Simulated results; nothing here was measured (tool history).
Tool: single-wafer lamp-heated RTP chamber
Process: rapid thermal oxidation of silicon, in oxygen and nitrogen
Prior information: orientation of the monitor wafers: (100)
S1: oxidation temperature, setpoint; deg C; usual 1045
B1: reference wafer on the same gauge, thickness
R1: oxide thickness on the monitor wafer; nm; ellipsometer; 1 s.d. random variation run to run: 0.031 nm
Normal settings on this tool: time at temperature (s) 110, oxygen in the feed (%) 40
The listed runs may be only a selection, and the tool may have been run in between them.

{"run": 1, "hour": 0.0, "S1": 1045, "time at temperature (s)": 110, "oxygen in the feed (%)": 40, "B1": 8.53, "R1": 7.891}
{"run": 2, "hour": 9.4, "S1": 1045, "time at temperature (s)": 110, "oxygen in the feed (%)": 40, "B1": 8.551, "R1": 7.938}
{"run": 3, "hour": 25.1, "S1": 1045, "time at temperature (s)": 110, "oxygen in the feed (%)": 40, "B1": 8.554, "R1": 7.994}
{"run": 4, "hour": 39.4, "S1": 1045, "time at temperature (s)": 110, "oxygen in the feed (%)": 40, "B1": 8.548, "R1": 7.927}
{"run": 5, "hour": 45.5, "S1": 1045, "time at temperature (s)": 110, "oxygen in the feed (%)": 40, "B1": 8.557, "R1": 7.958}
{"run": 6, "hour": 62.4, "S1": 1045, "time at temperature (s)": 77, "oxygen in the feed (%)": 40, "B1": 8.552, "R1": 6.812}
{"hour": 84.8, "done": "oxygen flow controller replaced"}
{"run": 7, "hour": 85.3, "S1": 1045, "time at temperature (s)": 77, "oxygen in the feed (%)": 40, "B1": 8.542, "R1": 6.82}
{"hour": 99.3, "done": "gauge calibrated"}
{"hour": 120.9, "done": "pyrometer window cleaned and pyrometer calibrated"}
{"run": 8, "hour": 121.4, "S1": 1054, "time at temperature (s)": 110, "oxygen in the feed (%)": 40, "B1": 8.545, "R1": 7.999}
{"run": 9, "hour": 125.1, "S1": 1054, "time at temperature (s)": 110, "oxygen in the feed (%)": 40, "B1": 8.549, "R1": 8.042}
{"run": 10, "hour": 141.4, "S1": 1045, "time at temperature (s)": 68, "oxygen in the feed (%)": 17, "B1": 8.566, "R1": 4.563}
{"run": 11, "hour": 156.2, "S1": 1045, "time at temperature (s)": 77, "oxygen in the feed (%)": 17, "B1": 8.571, "R1": 4.833}
{"run": 12, "hour": 166.2, "S1": 1045, "time at temperature (s)": 110, "oxygen in the feed (%)": 40, "B1": 8.554, "R1": 7.59}
{"run": 13, "hour": 177.9, "S1": 1045, "time at temperature (s)": 74, "oxygen in the feed (%)": 53, "B1": 8.54, "R1": 7.005}
{"run": 14, "hour": 194.8, "S1": 1045, "time at temperature (s)": 110, "oxygen in the feed (%)": 40, "B1": 8.549, "R1": 7.565}
{"run": 15, "hour": 201.8, "S1": 1069, "time at temperature (s)": 110, "oxygen in the feed (%)": 40, "B1": 8.548, "R1": 8.918}
{"run": 16, "hour": 216.7, "S1": 1045, "time at temperature (s)": 61, "oxygen in the feed (%)": 40, "B1": 8.558, "R1": 5.822}
{"run": 17, "hour": 228.7, "S1": 1045, "time at temperature (s)": 110, "oxygen in the feed (%)": 40, "B1": 8.548, "R1": 7.62}
{"run": 18, "hour": 237.4, "S1": 1073, "time at temperature (s)": 69, "oxygen in the feed (%)": 40, "B1": 8.564, "R1": 7.434}

What if the next run were any one of these 4? Each begins from the tool's condition after run 18:
{"run": "A", "hour": 237.9, "S1": 1045, "time at temperature (s)": 110, "oxygen in the feed (%)": 23, "B1": "?", "R1": "?"}
{"run": "B", "hour": 237.9, "S1": 1045, "time at temperature (s)": 110, "oxygen in the feed (%)": 17, "B1": "?", "R1": "?"}
{"run": "C", "hour": 237.9, "S1": 1025, "time at temperature (s)": 138, "oxygen in the feed (%)": 27, "B1": "?", "R1": "?"}
{"run": "D", "hour": 237.9, "S1": 1045, "time at temperature (s)": 71, "oxygen in the feed (%)": 70, "B1": "?", "R1": "?"}

run=A B1=8.535 R1=6.280
run=B B1=8.535 R1=5.658
run=C B1=8.535 R1=6.409
run=D B1=8.535 R1=7.652
What these runs would have given with no unlogged condition in the tool:
run=A R1=6.162
run=B R1=5.553
run=C R1=6.284
run=D R1=7.504
